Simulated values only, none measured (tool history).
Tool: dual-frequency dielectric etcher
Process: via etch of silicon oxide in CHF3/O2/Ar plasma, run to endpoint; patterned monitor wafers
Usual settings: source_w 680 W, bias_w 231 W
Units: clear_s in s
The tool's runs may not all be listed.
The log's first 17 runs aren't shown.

| run | hour | source_w | bias_w | incoming incoming film thickness, nm | clear_s |
|---|---|---|---|---|---|
| 18 | 906 | 680 | 231 | 732.2 | 317.2 |
|  | 989.5 | wet clean of the chamber |
| 19 | 990 | 530 | 270 | 723.7 | 347.1 |
| 20 | 1041.1 | 680 | 231 | 728.1 | 314.2 |
| 21 | 1100.6 | 600 | 231 | 723.3 | 340.1 |
| 22 | 1136.6 | 680 | 272 | 718.4 | 292.9 |
| 23 | 1193.7 | 620 | 231 | 719.7 | 332 |
| 24 | 1234.1 | 760 | 285 | 716.5 | 269.6 |
| 25 | 1280.6 | 830 | 211 | 724.7 | 292.3 |
| 26 | 1309.1 | 680 | 231 | 724.9 | 316.7 |
| 27 | 1366.2 | 810 | 257 | 727.6 | 275.4 |
| 28 | 1397.9 | 740 | 274 | 732.5 | 285.7 |
| 29 | 1448.2 | 680 | 231 | 728.9 | 318.4 |
|  | 1492.8 | wet clean of the chamber |
| 30 | 1493.3 | 640 | 250 | 725.9 | 320 |
| 31 | 1544.6 | 600 | 288 | 722.2 | 314 |
| 32 | 1602.9 | 680 | 231 | 727.7 | 320.8 |
| 33 | 1626.9 | 680 | 231 | 715.5 | 315.4 |
| 34 | 1665.1 | 810 | 201 | 724.5 | 303.6 |

5 ways to go on from here, each from the tool as it stands after run 34. What would each give?
| A | 1665.6 | 680 | 231 | 726.6 | ? |
| B | 1665.6 | 750 | 275 | 726.6 | ? |
| C | 1665.6 | 680 | 256 | 726.6 | ? |
| D | 1665.6 | 570 | 231 | 726.6 | ? |
| E | 1665.6 | 780 | 275 | 726.6 | ? |

| run | clear_s |
|---|---|
| A | 318 |
| B | 280.9 |
| C | 305.6 |
| D | 355.5 |
| E | 274.9 |
Without the tool's hidden state the same runs would have given:
| run | clear_s |
|---|---|
| A | 313.1 |
| B | 276.7 |
| C | 301 |
| D | 350.1 |
| E | 270.7 |
